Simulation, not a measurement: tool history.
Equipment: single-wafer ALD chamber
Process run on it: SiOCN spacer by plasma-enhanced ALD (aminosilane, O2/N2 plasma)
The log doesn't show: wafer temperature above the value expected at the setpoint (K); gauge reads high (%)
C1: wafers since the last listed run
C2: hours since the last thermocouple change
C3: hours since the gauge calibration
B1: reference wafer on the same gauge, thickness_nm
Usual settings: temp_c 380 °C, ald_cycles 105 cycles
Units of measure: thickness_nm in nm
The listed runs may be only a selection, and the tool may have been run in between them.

Run 1, hour 0: usual settings; C1 0; C2 2080.1; C3 267.7; B1 6.879. Result: thickness_nm 6.458 nm.
Run 2, hour 60.2: usual settings; C1 122; C2 2140.3; C3 327.9; B1 6.893. Result: thickness_nm 6.421 nm.
Run 3, hour 95.2: usual settings; C1 71; C2 2175.3; C3 362.9; B1 6.893. Result: thickness_nm 6.427 nm.
Run 4, hour 122.8: usual settings; C1 56; C2 2202.9; C3 390.5; B1 6.892. Result: thickness_nm 6.461 nm.
At hour 155: gauge calibrated.
Run 5, hour 193.5: usual settings but temp_c 368 °C, ald_cycles 116 cycles; C1 143; C2 2273.6; C3 38.5; B1 6.884. Result: thickness_nm 7.132 nm.
Run 6, hour 218.4: usual settings but temp_c 368 °C, ald_cycles 116 cycles; C1 50; C2 2298.5; C3 63.4; B1 6.889. Result: thickness_nm 7.119 nm.
Run 7, hour 242.2: usual settings but temp_c 368 °C, ald_cycles 116 cycles; C1 48; C2 2322.3; C3 87.2; B1 6.893. Result: thickness_nm 7.098 nm.
Run 8, hour 266.1: usual settings but temp_c 387 °C; C1 48; C2 2346.2; C3 111.1; B1 6.889. Result: thickness_nm 6.44 nm.
Run 9, hour 289.9: usual settings; C1 48; C2 2370; C3 134.9; B1 6.891. Result: thickness_nm 6.461 nm.
Run 10, hour 311.2: usual settings; C1 43; C2 2391.3; C3 156.2; B1 6.894. Result: thickness_nm 6.44 nm.
Run 11, hour 324.6: usual settings; C1 27; C2 2404.7; C3 169.6; B1 6.886. Result: thickness_nm 6.428 nm.
Run 12, hour 342.4: usual settings; C1 36; C2 2422.5; C3 187.4; B1 6.893. Result: thickness_nm 6.473 nm.
Run 13, hour 422.4: usual settings but temp_c 376 °C, ald_cycles 114 cycles; C1 162; C2 2502.5; C3 267.4; B1 6.884. Result: thickness_nm 7.017 nm.
Run 14, hour 455.2: usual settings but ald_cycles 88 cycles; C1 66; C2 2535.3; C3 300.2; B1 6.89. Result: thickness_nm 5.41 nm.
Run 15, hour 471.9: usual settings but ald_cycles 99 cycles; C1 33; C2 2552; C3 316.9; B1 6.885. Result: thickness_nm 6.059 nm.
Run 16, hour 506.4: usual settings; C1 70; C2 2586.5; C3 351.4; B1 6.881. Result: thickness_nm 6.446 nm.
Run 17, hour 522.8: usual settings but temp_c 386 °C, ald_cycles 91 cycles; C1 33; C2 2602.9; C3 367.8; B1 6.885. Result: thickness_nm 5.568 nm.
At hour 535.1: gauge calibrated.
Run 18, hour 544.3: usual settings but temp_c 366 °C, ald_cycles 93 cycles; C1 43; C2 2624.4; C3 9.2; B1 6.888. Result: thickness_nm 5.721 nm.
At hour 586.7: thermocouple changed; heater temperature recalibrated.
Run 19, hour 587.2: usual settings but ald_cycles 124 cycles; C1 70; C2 0.5; C3 52.1; B1 6.898. Result: thickness_nm 7.617 nm.
Run 20, hour 608.8: usual settings but temp_c 373 °C, ald_cycles 122 cycles; C1 43; C2 22.1; C3 73.7; B1 6.892. Result: thickness_nm 7.478 nm.
Run 21, hour 626.7: usual settings; C1 36; C2 40; C3 91.6; B1 6.893. Result: thickness_nm 6.423 nm.
Run 22, hour 655.9: usual settings; C1 59; C2 69.2; C3 120.8; B1 6.886. Result: thickness_nm 6.467 nm.
Run 23, hour 668.5: usual settings but ald_cycles 92 cycles; C1 25; C2 81.8; C3 133.4; B1 6.891. Result: thickness_nm 5.645 nm.
Run 24, hour 698.9: usual settings; C1 61; C2 112.2; C3 163.8; B1 6.89. Result: thickness_nm 6.445 nm.
Run 25, hour 744.5: usual settings but temp_c 389 °C, ald_cycles 99 cycles; C1 92; C2 157.8; C3 209.4; B1 6.898. Result: thickness_nm 6.041 nm.
Run 26, hour 769: usual settings but temp_c 386 °C, ald_cycles 113 cycles; C1 49; C2 182.3; C3 233.9; B1 6.889. Result: thickness_nm 6.952 nm.

Below are 3 alternative next runs, each starting from the tool's condition after run 26. Predict each:
Run A, hour 769.6: usual settings; C1 1; C2 182.9; C3 234.5; B1 ?. Result: thickness_nm ?.
Run B, hour 769.6: usual settings but ald_cycles 89 cycles; C1 1; C2 182.9; C3 234.5; B1 ?. Result: thickness_nm ?.
Run C, hour 769.6: usual settings but temp_c 367 °C, ald_cycles 112 cycles; C1 1; C2 182.9; C3 234.5; B1 ?. Result: thickness_nm ?.

run     B1  thickness_nm
  A  6.896         6.455
  B  6.896         5.471
  C  6.896         6.885
With no hidden state in the tool, these same runs would have given:
run  thickness_nm
  A         6.455
  B         5.471
  C         6.885
